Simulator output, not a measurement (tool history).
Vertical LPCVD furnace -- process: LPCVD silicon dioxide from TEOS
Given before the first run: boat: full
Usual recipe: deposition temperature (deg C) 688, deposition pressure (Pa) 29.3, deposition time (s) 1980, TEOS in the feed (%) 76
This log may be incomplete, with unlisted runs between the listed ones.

run   hour  deposition temperature (deg C)  deposition pressure (Pa)  deposition time (s)  TEOS in the feed (%)  wafers since the last listed run  hours since the last temperature calibration  hours since the pressure gauge was zeroed  hours since the TEOS flow controller was replaced  hours since the gauge calibration  read-back reference wafer on the same gauge, thickness  film thickness on the monitor wafer in the middle of the boat (Å)
  1    0.0                             688                      32.7                 1980                    76                                 0                                        2349.1                                     2050.0                                             5756.1                              145.7                                                  179.09                                                             2204.0
  2    8.6                             688                      32.7                 1980                    76                               170                                        2357.7                                     2058.6                                             5764.7                              154.3                                                  179.04                                                             2201.0
  3   18.6                             688                      29.3                 1980                    76                               198                                        2367.7                                     2068.6                                             5774.7                              164.3                                                  179.04                                                             2087.3
      22.3  -- gauge calibrated
  4   26.5                             688                      29.3                 1980                    76                               156                                        2375.6                                     2076.5                                             5782.6                                4.2                                                  179.08                                                             2090.4
  5   38.7                             688                      29.3                 1980                    76                               241                                        2387.8                                     2088.7                                             5794.8                               16.4                                                  179.08                                                             2081.9
  6   53.2                             688                      29.3                 1980                    76                               287                                        2402.3                                     2103.2                                             5809.3                               30.9                                                  179.01                                                             2097.0
  7   59.8                             688                      23.3                 1980                    76                               130                                        2408.9                                     2109.8                                             5815.9                               37.5                                                  178.96                                                             1878.7
  8   71.9                             688                      23.3                 1980                    76                               239                                        2421.0                                     2121.9                                             5828.0                               49.6                                                  179.01                                                             1872.8
      99.4  -- pressure gauge zeroed
  9   99.9                             688                      29.3                 1980                    76                                79                                        2449.0                                        0.5                                             5856.0                               77.6                                                  178.96                                                             2105.0
 10  104.2                             688                      29.3                 1980                    76                                85                                        2453.3                                        4.8                                             5860.3                               81.9                                                  179.04                                                             2104.8
 11  108.7                             691                      29.3                 1980                    69                                89                                        2457.8                                        9.3                                             5864.8                               86.4                                                  179.02                                                             2144.9
 12  124.8                             691                      29.3                 1980                    69                               318                                        2473.9                                       25.4                                             5880.9                              102.5                                                  179.05                                                             2158.4
 13  136.4                             691                      29.3                 1980                    69                               229                                        2485.5                                       37.0                                             5892.5                              114.1                                                  179.06                                                             2152.0
 14  146.5                             688                      23.3                 1980                    76                               199                                        2495.6                                       47.1                                             5902.6                              124.2                                                  178.93                                                             1888.2
     179.0  -- TEOS flow controller replaced
 15  179.5                             688                      24.7                 1530                    76                               178                                        2528.6                                       80.1                                                0.5                              157.2                                                  179.05                                                             1504.2
     182.2  -- gauge calibrated
 16  183.9                             682                      23.3                 1470                    89                                87                                        2533.0                                       84.5                                                4.9                                1.7                                                  178.96                                                             1321.3
 17  188.2                             688                      29.3                 1650                    76                                85                                        2537.3                                       88.8                                                9.2                                6.0                                                  179.02                                                             1769.0
 18  192.6                             688                      29.3                 2370                    76                                87                                        2541.7                                       93.2                                               13.6                               10.4                                                  179.03                                                             2549.1
     222.4  -- thermocouples replaced and temperature profile calibrated
 19  222.9                             688                      29.3                 1980                    76                               124                                           0.5                                      123.5                                               43.9                               40.7                                                  179.05                                                             1857.7
 20  227.2                             688                      26.0                 1620                    76                                85                                           4.8                                      127.8                                               48.2                               45.0                                                  179.07                                                             1427.6
 21  231.6                             688                      29.3                 2250                    76                                87                                           9.2                                      132.2                                               52.6                               49.4                                                  179.01                                                             2111.7
 22  238.0                             688                      29.3                 1980                    82                               126                                          15.6                                      138.6                                               59.0                               55.8                                                  178.93                                                             1927.2
 23  248.5                             688                      23.3                 1980                    76                               207                                          26.1                                      149.1                                               69.5                               66.3                                                  179.07                                                             1659.2
 24  266.1                             693                      24.7                 2280                    84                               348                                          43.7                                      166.7                                               87.1                               83.9                                                  179.11                                                             2330.8
 25  273.2                             688                      29.3                 1980                    76                               140                                          50.8                                      173.8                                               94.2                               91.0                                                  179.08                                                             1851.1
 26  290.6                             688                      34.7                 1980                    86                               344                                          68.2                                      191.2                                              111.6                              108.4                                                  179.06                                                             2148.3

Here are 3 independent what-if runs from the current tool condition. What would each one return?
  A  295.1                             688                      29.3                 1980                    89                                89                                          72.7                                      195.7                                              116.1                              112.9                                                       ?                                                                  ?
  B  295.1                             695                      29.3                 1980                    76                                89                                          72.7                                      195.7                                              116.1                              112.9                                                       ?                                                                  ?
  C  295.1                             680                      34.7                 2700                    71                                89                                          72.7                                      195.7                                              116.1                              112.9                                                       ?                                                                  ?

run  read-back reference wafer on the same gauge, thickness  film thickness on the monitor wafer in the middle of the boat (Å)
  A                                                  179.07                                                             2010.7
  B                                                  179.07                                                             2192.9
  C                                                  179.07                                                             2196.3
Had the tool no hidden state, the same runs would have come out as:
run  film thickness on the monitor wafer in the middle of the boat (Å)
  A                                                             2009.0
  B                                                             2191.2
  C                                                             2194.5

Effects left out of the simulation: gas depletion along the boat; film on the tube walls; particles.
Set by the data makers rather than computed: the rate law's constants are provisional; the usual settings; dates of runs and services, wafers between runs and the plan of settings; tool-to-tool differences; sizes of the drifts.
